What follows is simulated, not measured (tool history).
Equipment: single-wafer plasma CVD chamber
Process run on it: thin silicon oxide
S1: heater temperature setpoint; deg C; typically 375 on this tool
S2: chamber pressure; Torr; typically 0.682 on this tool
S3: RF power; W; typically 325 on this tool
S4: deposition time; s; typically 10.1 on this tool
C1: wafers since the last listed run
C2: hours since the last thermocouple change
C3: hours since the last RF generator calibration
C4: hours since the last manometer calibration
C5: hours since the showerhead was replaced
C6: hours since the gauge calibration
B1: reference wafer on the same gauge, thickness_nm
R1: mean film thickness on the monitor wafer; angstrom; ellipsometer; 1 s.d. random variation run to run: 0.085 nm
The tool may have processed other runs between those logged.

run     day   S1     S2   S3    S4    C1      C2      C3      C4      C5     C6      B1      R1
  1   0.000  375  0.682  325  10.1     0  1496.1  1194.0   746.0  6515.7  362.6  18.391  170.71
  2   2.583  375  0.682  325  10.1  1882  1558.1  1256.0   808.0  6577.7  424.6  18.408  169.49
  3   7.008  375  0.682  325  10.1  3224  1664.3  1362.2   914.2  6683.9  530.8  18.417  169.45
  4   9.454  375  0.682  325   8.6  1782  1723.0  1420.9   972.9  6742.6  589.5  18.395  143.90
  5  13.062  375  0.682  325   8.6  2629  1809.6  1507.5  1059.5  6829.2  676.1  18.395  142.63
     17.125  -- capacitance manometer re-zeroed and calibrated
  6  17.146  378  0.682  325  10.1  2732  1907.6  1605.5     0.5  6927.2  774.1  18.388  171.40
  7  18.721  378  0.682  325  10.1  1147  1945.4  1643.3    38.3  6965.0  811.9  18.414  171.29
     19.917  -- showerhead replaced
  8  22.754  378  0.682  325  10.1  2695  2042.2  1740.1   135.1    68.1  908.7  18.424  172.41
  9  25.008  375  0.599  355  10.1  1642  2096.3  1794.2   189.2   122.2  962.8  18.379  160.93
     26.854  -- gauge calibrated
 10  27.858  375  0.806  325  10.1  2076  2164.7  1862.6   257.6   190.6   24.1  18.425  192.63
 11  30.621  365  0.754  270   9.6  2012  2231.0  1928.9   323.9   256.9   90.4  18.404  164.83

Run 12 comes next. What will it give?
     34.512  -- thermocouple changed; heater temperature recalibrated
 12  34.533  375  0.682  325  10.1  2607  0.5  2022.8  417.8  350.8  184.3   ?   ?

B1: 18.418
R1: 171.53 angstrom
The same run, on a tool lacking any hidden state, would have yielded R1 172.84 angstrom.
